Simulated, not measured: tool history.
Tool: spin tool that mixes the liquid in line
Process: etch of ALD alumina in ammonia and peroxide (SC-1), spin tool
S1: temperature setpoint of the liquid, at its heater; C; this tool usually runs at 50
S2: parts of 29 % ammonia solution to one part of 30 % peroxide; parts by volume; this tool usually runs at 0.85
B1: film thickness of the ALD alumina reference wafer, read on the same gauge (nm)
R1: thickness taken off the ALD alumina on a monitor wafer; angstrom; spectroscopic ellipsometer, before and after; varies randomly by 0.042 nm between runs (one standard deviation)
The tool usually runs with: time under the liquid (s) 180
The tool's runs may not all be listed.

{"run": 1, "hour": 0.0, "S1": 50, "S2": 0.85, "time under the liquid (s)": 180, "B1": 120.01, "R1": 54.3}
{"run": 2, "hour": 27.4, "S1": 50, "S2": 0.85, "time under the liquid (s)": 180, "B1": 120, "R1": 53.2}
{"run": 3, "hour": 45.3, "S1": 50, "S2": 0.85, "time under the liquid (s)": 180, "B1": 119.97, "R1": 53.4}
{"run": 4, "hour": 74.7, "S1": 50, "S2": 0.85, "time under the liquid (s)": 180, "B1": 119.97, "R1": 53.2}
{"run": 5, "hour": 96.1, "S1": 50, "S2": 0.6, "time under the liquid (s)": 180, "B1": 119.98, "R1": 51.4}
{"run": 6, "hour": 116.9, "S1": 50, "S2": 1, "time under the liquid (s)": 180, "B1": 120, "R1": 54.6}
{"run": 7, "hour": 136.6, "S1": 50, "S2": 1, "time under the liquid (s)": 180, "B1": 120.01, "R1": 54}
{"hour": 146.7, "done": "new drum of ammonia solution connected"}
{"run": 8, "hour": 151.6, "S1": 50, "S2": 1, "time under the liquid (s)": 180, "B1": 120.03, "R1": 54.4}
{"run": 9, "hour": 165.4, "S1": 50, "S2": 0.85, "time under the liquid (s)": 215, "B1": 120.04, "R1": 64.1}
{"run": 10, "hour": 177.5, "S1": 50, "S2": 0.85, "time under the liquid (s)": 215, "B1": 119.95, "R1": 64.3}
{"run": 11, "hour": 196.5, "S1": 42.5, "S2": 0.65, "time under the liquid (s)": 180, "B1": 119.99, "R1": 34.2}
{"hour": 220.0, "done": "thermometer replaced"}
{"hour": 224.5, "done": "gauge calibrated"}
{"run": 12, "hour": 230.0, "S1": 53, "S2": 1.2, "time under the liquid (s)": 140, "B1": 119.98, "R1": 51.3}
{"run": 13, "hour": 243.3, "S1": 42.5, "S2": 0.85, "time under the liquid (s)": 180, "B1": 120.01, "R1": 35}
{"hour": 247.2, "done": "heated supply line repaired"}
{"run": 14, "hour": 261.2, "S1": 50, "S2": 1, "time under the liquid (s)": 180, "B1": 120.03, "R1": 54.3}
{"run": 15, "hour": 280.0, "S1": 59.5, "S2": 0.45, "time under the liquid (s)": 280, "B1": 120.04, "R1": 129.8}
{"run": 16, "hour": 297.5, "S1": 56, "S2": 0.85, "time under the liquid (s)": 280, "B1": 120, "R1": 114.5}
{"hour": 311.0, "done": "ammonia flow meter replaced"}
{"run": 17, "hour": 329.6, "S1": 50, "S2": 0.85, "time under the liquid (s)": 120, "B1": 120.02, "R1": 35.3}
{"run": 18, "hour": 342.4, "S1": 50, "S2": 1, "time under the liquid (s)": 180, "B1": 120.03, "R1": 55.2}
{"run": 19, "hour": 370.6, "S1": 59.5, "S2": 0.85, "time under the liquid (s)": 180, "B1": 119.98, "R1": 88.8}
{"run": 20, "hour": 393.4, "S1": 56, "S2": 1.05, "time under the liquid (s)": 180, "B1": 119.98, "R1": 74.8}

Branching from run 20: 4 alternative next runs. What would each branch give?
{"run": "A", "hour": 393.9, "S1": 50, "S2": 0.85, "time under the liquid (s)": 265, "B1": "?", "R1": "?"}
{"run": "B", "hour": 393.9, "S1": 47.5, "S2": 1.05, "time under the liquid (s)": 75, "B1": "?", "R1": "?"}
{"run": "C", "hour": 393.9, "S1": 50, "S2": 1.05, "time under the liquid (s)": 250, "B1": "?", "R1": "?"}
{"run": "D", "hour": 393.9, "S1": 59.5, "S2": 1.1, "time under the liquid (s)": 115, "B1": "?", "R1": "?"}

run=A B1=119.98 R1=78.9
run=B B1=119.98 R1=19.8
run=C B1=119.98 R1=75.9
run=D B1=119.98 R1=58.1
Without the tool's unlogged condition, the same runs would have read:
run=A R1=78.9
run=B R1=19.8
run=C R1=75.9
run=D R1=58.1
